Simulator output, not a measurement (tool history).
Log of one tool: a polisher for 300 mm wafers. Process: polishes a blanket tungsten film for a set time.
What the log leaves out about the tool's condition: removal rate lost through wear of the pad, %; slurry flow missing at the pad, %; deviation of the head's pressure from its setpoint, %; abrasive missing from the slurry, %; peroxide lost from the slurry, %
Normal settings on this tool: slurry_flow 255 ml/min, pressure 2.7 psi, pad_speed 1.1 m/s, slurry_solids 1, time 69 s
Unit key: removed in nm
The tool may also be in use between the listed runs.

| run | day | slurry_flow | pressure | pad_speed | slurry_solids | time | wafers since the last listed run | wafers polished on this pad | hours since the slurry nozzle was cleaned | hours since the head pressure was calibrated | hours since the slurry blender was calibrated | hours since the slurry got fresh peroxide | incoming thickness of the incoming film, nm | removed |
|---|---|---|---|---|---|---|---|---|---|---|---|---|---|---|
| 1 | 0 | 215 | 2.7 | 1.1 | 1 | 69 | 0 | 700 | 137.5 | 589.4 | 272.9 | 136 | 1305.1 | 273.1 |
| 2 | 1.654 | 255 | 2.7 | 1.24 | 1 | 69 | 449 | 1149 | 177.2 | 629.1 | 312.6 | 175.7 | 1309.6 | 308.1 |
|  | 2.329 | slurry tank refilled with fresh slurry and peroxide |
| 3 | 4.029 | 255 | 2.7 | 1.24 | 1 | 69 | 633 | 1783 | 234.2 | 686.1 | 369.6 | 40.8 | 1323.3 | 313.1 |
| 4 | 6.083 | 255 | 2.7 | 1.1 | 0.9 | 69 | 557 | 2340 | 283.5 | 735.4 | 418.9 | 90.1 | 1307.3 | 264.7 |
|  | 6.25 | worn pad replaced by a new one |
| 5 | 7.308 | 255 | 2.7 | 1.1 | 0.9 | 69 | 287 | 287 | 312.9 | 764.8 | 448.3 | 119.5 | 1290.4 | 260.9 |
|  | 8.712 | slurry blender recalibrated |
|  | 9.567 | slurry tank refilled with fresh slurry and peroxide |
| 6 | 10.304 | 255 | 2.7 | 1.1 | 1 | 69 | 779 | 1067 | 384.8 | 836.7 | 38.2 | 17.7 | 1309.5 | 310.6 |
|  | 13.862 | worn pad replaced by a new one |
|  | 15.242 | head pressure recalibrated |
|  | 17.979 | slurry tank refilled with fresh slurry and peroxide |
| 7 | 18.642 | 255 | 2.7 | 1.1 | 1 | 69 | 2184 | 1263 | 584.9 | 81.6 | 238.3 | 15.9 | 1293.6 | 294.6 |
|  | 18.821 | slurry nozzle cleaned |
| 8 | 19.742 | 255 | 2.7 | 1.1 | 1 | 69 | 287 | 1551 | 22.1 | 108 | 264.7 | 42.3 | 1280.4 | 286.2 |
| 9 | 21.733 | 305 | 2.2 | 1.1 | 1 | 84 | 540 | 2091 | 69.9 | 155.8 | 312.5 | 90.1 | 1296.6 | 284.7 |
|  | 22.771 | worn pad replaced by a new one |
| 10 | 24.129 | 255 | 2.7 | 1.1 | 1 | 62 | 605 | 368 | 127.4 | 213.3 | 370 | 147.6 | 1287 | 246.1 |
|  | 26.696 | slurry tank refilled with fresh slurry and peroxide |
| 11 | 26.829 | 200 | 3 | 0.82 | 1.1 | 69 | 721 | 1090 | 192.2 | 278.1 | 434.8 | 3.2 | 1274.9 | 238.2 |
|  | 28.242 | slurry blender recalibrated |
| 12 | 28.892 | 255 | 2.7 | 1.1 | 1 | 85 | 537 | 1628 | 241.7 | 327.6 | 15.6 | 52.7 | 1301.7 | 371.4 |
|  | 29.646 | worn pad replaced by a new one |
| 13 | 31.512 | 200 | 3 | 0.82 | 1.1 | 69 | 666 | 506 | 304.6 | 390.5 | 78.5 | 115.6 | 1308.4 | 238.8 |
| 14 | 33.888 | 315 | 2.4 | 1.1 | 1.25 | 69 | 644 | 1151 | 361.6 | 447.5 | 135.5 | 172.6 | 1281.3 | 272.5 |
|  | 34.579 | slurry tank refilled with fresh slurry and peroxide |
| 15 | 35.717 | 255 | 2.7 | 1.26 | 1 | 60 | 485 | 1636 | 405.5 | 491.4 | 179.4 | 27.3 | 1319.1 | 296.6 |
| 16 | 36.996 | 255 | 2.7 | 1.1 | 1 | 69 | 347 | 1983 | 436.2 | 522.1 | 210.1 | 58 | 1309.7 | 292.3 |
|  | 37.658 | worn pad replaced by a new one |
| 17 | 39.562 | 290 | 3.3 | 1.38 | 1 | 81 | 651 | 517 | 497.8 | 583.7 | 271.7 | 119.6 | 1302.3 | 511.8 |

Alternative continuations, all from the tool just after run 17; predict every row:
| A | 39.579 | 255 | 2.7 | 1.44 | 1 | 69 | 4 | 521 | 498.2 | 584.1 | 272.1 | 120 | 1300.3 | ? |
| B | 39.579 | 165 | 2.7 | 1.1 | 0.9 | 69 | 4 | 521 | 498.2 | 584.1 | 272.1 | 120 | 1300.3 | ? |
| C | 39.579 | 305 | 2.7 | 1.1 | 0.75 | 69 | 4 | 521 | 498.2 | 584.1 | 272.1 | 120 | 1300.3 | ? |
| D | 39.579 | 315 | 2.7 | 1.32 | 0.85 | 50 | 4 | 521 | 498.2 | 584.1 | 272.1 | 120 | 1300.3 | ? |
| E | 39.579 | 325 | 2.9 | 1.1 | 1 | 69 | 4 | 521 | 498.2 | 584.1 | 272.1 | 120 | 1300.3 | ? |

| run | removed |
|---|---|
| A | 366.1 |
| B | 259.2 |
| C | 263.5 |
| D | 237.4 |
| E | 306.7 |
With the hidden condition removed and each run's random variation left untouched, the same runs would have given:
| run | removed |
|---|---|
| A | 417.9 |
| B | 295.7 |
| C | 300.1 |
| D | 270.7 |
| E | 350.1 |
